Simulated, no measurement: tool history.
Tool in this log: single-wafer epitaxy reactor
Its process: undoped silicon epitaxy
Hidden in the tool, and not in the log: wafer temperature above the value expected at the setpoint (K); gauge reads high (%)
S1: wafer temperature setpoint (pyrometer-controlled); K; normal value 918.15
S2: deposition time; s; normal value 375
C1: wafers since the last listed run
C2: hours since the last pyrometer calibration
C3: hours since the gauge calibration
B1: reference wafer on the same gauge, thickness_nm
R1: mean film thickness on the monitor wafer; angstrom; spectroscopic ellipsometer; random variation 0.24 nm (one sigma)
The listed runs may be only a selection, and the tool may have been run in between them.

{"run": 1, "hour": 0.0, "S1": 918.15, "S2": 316, "C1": 0, "C2": 761.8, "C3": 1617.7, "B1": 68.536, "R1": 547.65}
{"run": 2, "hour": 94.4, "S1": 918.15, "S2": 375, "C1": 361, "C2": 856.2, "C3": 1712.1, "B1": 68.569, "R1": 653.13}
{"run": 3, "hour": 193.7, "S1": 918.15, "S2": 375, "C1": 380, "C2": 955.5, "C3": 1811.4, "B1": 68.505, "R1": 655.11}
{"run": 4, "hour": 290.1, "S1": 918.15, "S2": 375, "C1": 369, "C2": 1051.9, "C3": 1907.8, "B1": 68.444, "R1": 650.82}
{"run": 5, "hour": 385.5, "S1": 918.15, "S2": 375, "C1": 365, "C2": 1147.3, "C3": 2003.2, "B1": 68.519, "R1": 650.71}
{"run": 6, "hour": 460.8, "S1": 918.15, "S2": 375, "C1": 288, "C2": 1222.6, "C3": 2078.5, "B1": 68.572, "R1": 649.44}
{"run": 7, "hour": 568.6, "S1": 918.15, "S2": 375, "C1": 413, "C2": 1330.4, "C3": 2186.3, "B1": 68.52, "R1": 658.25}
{"run": 8, "hour": 653.5, "S1": 918.15, "S2": 375, "C1": 325, "C2": 1415.3, "C3": 2271.2, "B1": 68.498, "R1": 653.41}
{"run": 9, "hour": 708.7, "S1": 918.15, "S2": 397, "C1": 211, "C2": 1470.5, "C3": 2326.4, "B1": 68.493, "R1": 693.72}
{"run": 10, "hour": 854.9, "S1": 918.15, "S2": 397, "C1": 560, "C2": 1616.7, "C3": 2472.6, "B1": 68.58, "R1": 694.35}
{"run": 11, "hour": 951.9, "S1": 918.15, "S2": 397, "C1": 371, "C2": 1713.7, "C3": 2569.6, "B1": 68.514, "R1": 690.77}
{"run": 12, "hour": 1034.9, "S1": 921.15, "S2": 375, "C1": 318, "C2": 1796.7, "C3": 2652.6, "B1": 68.51, "R1": 695.92}
{"run": 13, "hour": 1135.7, "S1": 921.15, "S2": 375, "C1": 386, "C2": 1897.5, "C3": 2753.4, "B1": 68.545, "R1": 692.0}
{"hour": 1147.3, "done": "pyrometer calibrated"}
{"run": 14, "hour": 1236.5, "S1": 918.15, "S2": 375, "C1": 355, "C2": 89.2, "C3": 2854.2, "B1": 68.422, "R1": 637.69}
{"run": 15, "hour": 1282.1, "S1": 918.15, "S2": 375, "C1": 174, "C2": 134.8, "C3": 2899.8, "B1": 68.565, "R1": 636.6}
{"run": 16, "hour": 1374.4, "S1": 918.15, "S2": 375, "C1": 353, "C2": 227.1, "C3": 2992.1, "B1": 68.421, "R1": 636.47}
{"run": 17, "hour": 1550.0, "S1": 918.15, "S2": 375, "C1": 672, "C2": 402.7, "C3": 3167.7, "B1": 68.517, "R1": 650.79}
{"run": 18, "hour": 1631.1, "S1": 918.15, "S2": 375, "C1": 310, "C2": 483.8, "C3": 3248.8, "B1": 68.491, "R1": 646.42}
{"run": 19, "hour": 1717.4, "S1": 924.15, "S2": 375, "C1": 330, "C2": 570.1, "C3": 3335.1, "B1": 68.574, "R1": 733.35}
{"run": 20, "hour": 1825.1, "S1": 924.15, "S2": 375, "C1": 412, "C2": 677.8, "C3": 3442.8, "B1": 68.411, "R1": 730.28}
{"run": 21, "hour": 1923.7, "S1": 918.15, "S2": 375, "C1": 377, "C2": 776.4, "C3": 3541.4, "B1": 68.562, "R1": 645.39}
{"run": 22, "hour": 1997.8, "S1": 925.15, "S2": 348, "C1": 283, "C2": 850.5, "C3": 3615.5, "B1": 68.522, "R1": 690.46}
{"run": 23, "hour": 2097.8, "S1": 904.15, "S2": 314, "C1": 383, "C2": 950.5, "C3": 3715.5, "B1": 68.469, "R1": 413.9}
{"hour": 2123.8, "done": "gauge calibrated"}
{"run": 24, "hour": 2176.4, "S1": 911.15, "S2": 310, "C1": 301, "C2": 1029.1, "C3": 52.6, "B1": 68.486, "R1": 468.39}
{"run": 25, "hour": 2479.2, "S1": 918.15, "S2": 344, "C1": 1160, "C2": 1331.9, "C3": 355.4, "B1": 68.521, "R1": 600.21}
{"run": 26, "hour": 2528.5, "S1": 913.15, "S2": 375, "C1": 188, "C2": 1381.2, "C3": 404.7, "B1": 68.491, "R1": 595.14}
{"run": 27, "hour": 2606.7, "S1": 922.15, "S2": 375, "C1": 299, "C2": 1459.4, "C3": 482.9, "B1": 68.528, "R1": 708.39}
{"run": 28, "hour": 2703.4, "S1": 912.15, "S2": 404, "C1": 370, "C2": 1556.1, "C3": 579.6, "B1": 68.457, "R1": 628.42}
{"hour": 2726.5, "done": "pyrometer calibrated"}
{"run": 29, "hour": 2807.9, "S1": 923.15, "S2": 303, "C1": 369, "C2": 81.4, "C3": 684.1, "B1": 68.503, "R1": 565.0}
{"run": 30, "hour": 2913.1, "S1": 918.15, "S2": 375, "C1": 403, "C2": 186.6, "C3": 789.3, "B1": 68.529, "R1": 637.28}
{"run": 31, "hour": 3004.4, "S1": 927.15, "S2": 302, "C1": 349, "C2": 277.9, "C3": 880.6, "B1": 68.523, "R1": 610.79}
{"run": 32, "hour": 3077.7, "S1": 918.15, "S2": 375, "C1": 280, "C2": 351.2, "C3": 953.9, "B1": 68.541, "R1": 644.22}
{"run": 33, "hour": 3170.8, "S1": 918.15, "S2": 375, "C1": 356, "C2": 444.3, "C3": 1047.0, "B1": 68.544, "R1": 649.39}
{"run": 34, "hour": 3211.6, "S1": 918.15, "S2": 375, "C1": 156, "C2": 485.1, "C3": 1087.8, "B1": 68.496, "R1": 649.67}
{"run": 35, "hour": 3275.1, "S1": 918.15, "S2": 375, "C1": 243, "C2": 548.6, "C3": 1151.3, "B1": 68.431, "R1": 646.09}
{"run": 36, "hour": 3366.9, "S1": 913.15, "S2": 340, "C1": 351, "C2": 640.4, "C3": 1243.1, "B1": 68.519, "R1": 535.41}
{"run": 37, "hour": 3463.9, "S1": 918.15, "S2": 375, "C1": 371, "C2": 737.4, "C3": 1340.1, "B1": 68.518, "R1": 647.73}
{"run": 38, "hour": 3575.8, "S1": 918.15, "S2": 375, "C1": 428, "C2": 849.3, "C3": 1452.0, "B1": 68.542, "R1": 649.21}
{"run": 39, "hour": 3613.8, "S1": 926.15, "S2": 375, "C1": 145, "C2": 887.3, "C3": 1490.0, "B1": 68.468, "R1": 755.5}
{"run": 40, "hour": 3672.7, "S1": 903.15, "S2": 319, "C1": 225, "C2": 946.2, "C3": 1548.9, "B1": 68.464, "R1": 411.72}
{"run": 41, "hour": 3746.2, "S1": 918.15, "S2": 375, "C1": 281, "C2": 1019.7, "C3": 1622.4, "B1": 68.459, "R1": 646.78}
{"run": 42, "hour": 3815.4, "S1": 913.15, "S2": 310, "C1": 265, "C2": 1088.9, "C3": 1691.6, "B1": 68.446, "R1": 489.86}

Pick out some run-to-run changes in R1. Of each, how much would a tool without hidden state show as well, from the settings, what came in and chance, and how much is left for the hidden state and any gauge scatter not in both results compared?
Run 13 -> 14: S1 921.15 -> 918.15, pyrometer calibrated. R1 -54.31 angstrom: hidden state -18.48, all else -35.83.
Run 22 -> 23: S1 925.15 -> 904.15, S2 348 -> 314. R1 -276.56 angstrom: hidden state -5.90, all else -270.66.
Run 28 -> 29: S1 912.15 -> 923.15, S2 404 -> 303, pyrometer calibrated. R1 -63.42 angstrom: hidden state -17.23, all else -46.19.
Run 39 -> 40: S1 926.15 -> 903.15, S2 375 -> 319. R1 -343.78 angstrom: hidden state -7.49, all else -336.29.
Run 40 -> 41: S1 903.15 -> 918.15, S2 319 -> 375. R1 +235.06 angstrom: hidden state +6.05, all else +229.01.
